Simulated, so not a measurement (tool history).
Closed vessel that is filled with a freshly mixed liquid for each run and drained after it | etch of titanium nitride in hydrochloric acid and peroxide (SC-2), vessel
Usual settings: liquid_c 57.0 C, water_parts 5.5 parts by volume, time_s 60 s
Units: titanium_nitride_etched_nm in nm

run     day  liquid_c  water_parts  time_s  wafers since the last listed run  hours since the thermometer was replaced  hours since the chemicals flow meter was replaced  hours since the drum of peroxide was connected  hours since the gauge calibration  read-back film thickness of the titanium nitride reference wafer, read on the same gauge (nm)  titanium_nitride_etched_nm
  1   0.000      57.0          5.5      60                                 0                                    1646.3                                             1545.4                                          1047.8                             1085.6                                                                                          80.01                        5.91
  2   1.508      57.0          5.5      60                              4630                                    1682.5                                             1581.6                                          1084.0                             1121.8                                                                                          79.97                        5.94
  3   2.471      57.0          5.5      60                              2955                                    1705.6                                             1604.7                                          1107.1                             1144.9                                                                                          80.02                        5.91
  4   3.562      57.0          5.5      60                              3351                                    1731.8                                             1630.9                                          1133.3                             1171.1                                                                                          79.95                        5.95
  5   4.312      53.5          8.5      45                              2302                                    1749.8                                             1648.9                                          1151.3                             1189.1                                                                                          79.99                        2.50
      5.212  -- gauge calibrated
  6   5.442      65.0          7.0      80                              3466                                    1776.9                                             1676.0                                          1178.4                                5.5                                                                                          80.05                       10.94
      5.750  -- new drum of peroxide connected
  7   6.512      57.0          4.0      30                              3159                                    1802.6                                             1701.7                                            18.3                               31.2                                                                                          79.99                        3.94
  8   7.179      57.0          5.5      50                              2046                                    1818.6                                             1717.7                                            34.3                               47.2                                                                                          80.02                        5.31
  9   8.112      66.5          4.0      60                              2865                                    1841.0                                             1740.1                                            56.7                               69.6                                                                                          79.96                       14.31
 10   9.375      57.0          8.0      30                              3876                                    1871.3                                             1770.4                                            87.0                               99.9                                                                                          79.98                        2.36
 11   9.933      57.0          5.5      60                              1714                                    1884.7                                             1783.8                                           100.4                              113.3                                                                                          79.99                        6.37
 12  10.450      57.0          5.5      60                              1586                                    1897.1                                             1796.2                                           112.8                              125.7                                                                                          80.05                        6.34
 13  11.575      57.0          8.0      90                              3453                                    1924.1                                             1823.2                                           139.8                              152.7                                                                                          80.00                        7.19
 14  12.258      57.0          5.5      60                              2097                                    1940.5                                             1839.6                                           156.2                              169.1                                                                                          79.96                        6.42
     12.412  -- chemicals flow meter replaced
 15  13.588      57.0          5.5      60                              3952                                    1972.4                                               28.2                                           188.1                              201.0                                                                                          79.96                        5.87
     14.725  -- thermometer replaced
 16  14.933      50.5          5.5      80                              4003                                       5.0                                               60.5                                           220.4                              233.3                                                                                          80.01                        5.24
 17  15.871      57.0          4.0      70                              2878                                      27.5                                               83.0                                           242.9                              255.8                                                                                          80.01                        8.62
 18  16.779      49.5          7.0      60                              2788                                      49.3                                              104.8                                           264.7                              277.6                                                                                          79.98                        3.03
 19  17.304      54.0          7.0      60                              1611                                      61.9                                              117.4                                           277.3                              290.2                                                                                          79.96                        4.04
 20  18.492      57.0          5.5      60                              3645                                      90.4                                              145.9                                           305.8                              318.7                                                                                          80.00                        5.94
 21  19.050      57.0          5.5      60                              1714                                     103.8                                              159.3                                           319.2                              332.1                                                                                          79.98                        5.86
 22  19.979      53.5          5.5      60                              2852                                     126.1                                              181.6                                           341.5                              354.4                                                                                          80.00                        4.75
 23  20.579      57.0          5.5      60                              1842                                     140.5                                              196.0                                           355.9                              368.8                                                                                          80.04                        5.96
 24  21.554      67.0          7.5      30                              2993                                     163.9                                              219.4                                           379.3                              392.2                                                                                          79.98                        4.37
 25  22.625      65.0          7.5      70                              3287                                     189.6                                              245.1                                           405.0                              417.9                                                                                          79.98                        8.92
 26  23.321      52.0          5.5      60                              2136                                     206.3                                              261.8                                           421.7                              434.6                                                                                          80.01                        4.29
 27  23.838      48.5          4.0      75                              1586                                     218.7                                              274.2                                           434.1                              447.0                                                                                          79.98                        5.35
 28  24.758      57.0          5.5      60                              2827                                     240.8                                              296.3                                           456.2                              469.1                                                                                          79.99                        5.88

Forecast each of these 5 alternatives for the next run:
  A  24.788      57.0          5.5      60                                89                                     241.5                                              297.0                                           456.9                              469.8                                                                                              ?                           ?
  B  24.788      54.0          5.5      60                                89                                     241.5                                              297.0                                           456.9                              469.8                                                                                              ?                           ?
  C  24.788      48.0          7.5      30                                89                                     241.5                                              297.0                                           456.9                              469.8                                                                                              ?                           ?
  D  24.788      51.5          6.5      95                                89                                     241.5                                              297.0                                           456.9                              469.8                                                                                              ?                           ?
  E  24.788      51.5          5.5      95                                89                                     241.5                                              297.0                                           456.9                              469.8                                                                                              ?                           ?

run  read-back film thickness of the titanium nitride reference wafer, read on the same gauge (nm)  titanium_nitride_etched_nm
  A                                                                                          80.02                        5.92
  B                                                                                          80.02                        4.88
  C                                                                                          80.02                        1.30
  D                                                                                          80.02                        5.80
  E                                                                                          80.02                        6.56
Without the tool's hidden state the same runs would have given:
run  titanium_nitride_etched_nm
  A                        5.89
  B                        4.86
  C                        1.29
  D                        5.76
  E                        6.53

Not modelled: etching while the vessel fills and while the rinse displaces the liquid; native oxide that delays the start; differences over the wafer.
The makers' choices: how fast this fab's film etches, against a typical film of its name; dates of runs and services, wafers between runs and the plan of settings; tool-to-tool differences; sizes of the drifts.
